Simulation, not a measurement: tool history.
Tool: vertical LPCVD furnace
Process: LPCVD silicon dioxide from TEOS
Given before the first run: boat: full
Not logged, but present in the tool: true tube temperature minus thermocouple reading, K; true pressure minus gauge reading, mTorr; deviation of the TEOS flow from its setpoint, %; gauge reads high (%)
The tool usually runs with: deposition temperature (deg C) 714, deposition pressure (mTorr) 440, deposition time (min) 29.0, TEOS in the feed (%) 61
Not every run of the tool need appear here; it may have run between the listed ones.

| run | hour | deposition temperature (deg C) | deposition pressure (mTorr) | deposition time (min) | TEOS in the feed (%) | wafers since the last listed run | hours since the last temperature calibration | hours since the pressure gauge was zeroed | hours since the TEOS flow controller was replaced | hours since the gauge calibration | read-back reference wafer on the same gauge, thickness | film thickness on the monitor wafer in the middle of the boat (Å) |
|---|---|---|---|---|---|---|---|---|---|---|---|---|
| 1 | 0.0 | 714 | 440 | 29.0 | 61 | 0 | 3678.1 | 2908.1 | 4847.1 | 678.0 | 371.97 | 3083.8 |
| 2 | 61.8 | 714 | 440 | 29.0 | 61 | 882 | 3739.9 | 2969.9 | 4908.9 | 739.8 | 371.88 | 3057.2 |
| 3 | 92.2 | 714 | 440 | 29.0 | 61 | 434 | 3770.3 | 3000.3 | 4939.3 | 770.2 | 371.79 | 3091.6 |
| 4 | 118.8 | 714 | 440 | 29.0 | 61 | 379 | 3796.9 | 3026.9 | 4965.9 | 796.8 | 371.86 | 3058.0 |
| 5 | 142.9 | 714 | 465 | 29.0 | 70 | 344 | 3821.0 | 3051.0 | 4990.0 | 820.9 | 371.62 | 3384.5 |
| 6 | 180.5 | 714 | 465 | 29.0 | 70 | 536 | 3858.6 | 3088.6 | 5027.6 | 858.5 | 372.06 | 3405.6 |
| 7 | 248.8 | 714 | 465 | 29.0 | 70 | 975 | 3926.9 | 3156.9 | 5095.9 | 926.8 | 371.99 | 3383.0 |
| 8 | 300.6 | 714 | 375 | 29.0 | 61 | 739 | 3978.7 | 3208.7 | 5147.7 | 978.6 | 372.25 | 2821.2 |
| 9 | 344.6 | 714 | 505 | 21.5 | 61 | 628 | 4022.7 | 3252.7 | 5191.7 | 1022.6 | 371.71 | 2461.2 |
| 10 | 398.0 | 714 | 440 | 29.0 | 61 | 762 | 4076.1 | 3306.1 | 5245.1 | 1076.0 | 371.83 | 3083.0 |
| 11 | 454.3 | 714 | 440 | 29.0 | 61 | 803 | 4132.4 | 3362.4 | 5301.4 | 1132.3 | 372.29 | 3059.2 |
| 12 | 514.7 | 724 | 440 | 34.5 | 61 | 862 | 4192.8 | 3422.8 | 5361.8 | 1192.7 | 371.72 | 4623.1 |
| 13 | 579.5 | 714 | 440 | 35.5 | 64 | 925 | 4257.6 | 3487.6 | 5426.6 | 1257.5 | 372.35 | 3855.4 |
| 14 | 605.1 | 714 | 440 | 29.0 | 61 | 365 | 4283.2 | 3513.2 | 5452.2 | 1283.1 | 372.00 | 3093.7 |
|  | 647.8 | pressure gauge zeroed |
|  | 774.0 | thermocouples replaced and temperature profile calibrated |
| 15 | 779.7 | 726 | 335 | 34.5 | 56 | 1807 | 5.7 | 131.9 | 5626.8 | 1457.7 | 372.33 | 4075.8 |
| 16 | 811.5 | 703 | 515 | 37.0 | 52 | 454 | 37.5 | 163.7 | 5658.6 | 1489.5 | 372.33 | 3137.6 |
| 17 | 870.8 | 714 | 440 | 39.5 | 61 | 846 | 96.8 | 223.0 | 5717.9 | 1548.8 | 371.76 | 4255.1 |
| 18 | 903.9 | 714 | 440 | 29.0 | 61 | 472 | 129.9 | 256.1 | 5751.0 | 1581.9 | 371.89 | 3135.2 |
| 19 | 947.7 | 714 | 505 | 29.0 | 61 | 625 | 173.7 | 299.9 | 5794.8 | 1625.7 | 371.71 | 3399.5 |
|  | 978.0 | TEOS flow controller replaced |
| 20 | 983.4 | 723 | 440 | 29.0 | 68 | 167 | 209.4 | 335.6 | 5.4 | 1661.4 | 371.55 | 4044.1 |
|  | 1030.1 | gauge calibrated |
| 21 | 1052.0 | 722 | 440 | 29.0 | 61 | 979 | 278.0 | 404.2 | 74.0 | 21.9 | 371.78 | 3740.2 |
| 22 | 1114.9 | 719 | 440 | 23.0 | 53 | 898 | 340.9 | 467.1 | 136.9 | 84.8 | 372.23 | 2618.2 |
| 23 | 1159.5 | 714 | 440 | 29.0 | 61 | 636 | 385.5 | 511.7 | 181.5 | 129.4 | 372.46 | 3160.5 |
| 24 | 1189.8 | 717 | 440 | 29.0 | 69 | 432 | 415.8 | 542.0 | 211.8 | 159.7 | 371.43 | 3596.1 |
| 25 | 1235.1 | 717 | 495 | 29.0 | 61 | 646 | 461.1 | 587.3 | 257.1 | 205.0 | 372.29 | 3564.3 |
| 26 | 1263.6 | 703 | 335 | 20.0 | 61 | 406 | 489.6 | 615.8 | 285.6 | 233.5 | 371.62 | 1464.5 |
| 27 | 1324.9 | 714 | 440 | 36.5 | 61 | 875 | 550.9 | 677.1 | 346.9 | 294.8 | 372.11 | 3947.7 |
| 28 | 1375.6 | 724 | 440 | 29.0 | 61 | 723 | 601.6 | 727.8 | 397.6 | 345.5 | 371.75 | 3937.3 |
| 29 | 1424.1 | 714 | 440 | 29.0 | 61 | 692 | 650.1 | 776.3 | 446.1 | 394.0 | 372.03 | 3150.6 |
| 30 | 1461.1 | 707 | 485 | 38.5 | 67 | 528 | 687.1 | 813.3 | 483.1 | 431.0 | 371.82 | 3914.3 |
| 31 | 1531.9 | 714 | 440 | 29.0 | 61 | 1010 | 757.9 | 884.1 | 553.9 | 501.8 | 372.20 | 3138.8 |
| 32 | 1587.8 | 708 | 440 | 29.0 | 50 | 798 | 813.8 | 940.0 | 609.8 | 557.7 | 371.56 | 2490.8 |

Each row is a separate what-if for the run after 32, all from the same tool condition, not one after another. Results?
| A | 1593.0 | 704 | 440 | 29.0 | 61 | 74 | 819.0 | 945.2 | 615.0 | 562.9 | ? | ? |
| B | 1593.0 | 714 | 440 | 25.5 | 61 | 74 | 819.0 | 945.2 | 615.0 | 562.9 | ? | ? |
| C | 1593.0 | 710 | 500 | 29.0 | 61 | 74 | 819.0 | 945.2 | 615.0 | 562.9 | ? | ? |

| run | read-back reference wafer on the same gauge, thickness | film thickness on the monitor wafer in the middle of the boat (Å) |
|---|---|---|
| A | 371.27 | 2488.8 |
| B | 371.27 | 2749.6 |
| C | 371.27 | 3045.8 |
With the hidden condition removed and each run's random variation left untouched, the same runs would have given:
| run | film thickness on the monitor wafer in the middle of the boat (Å) |
|---|---|
| A | 2499.7 |
| B | 2761.7 |
| C | 3057.6 |
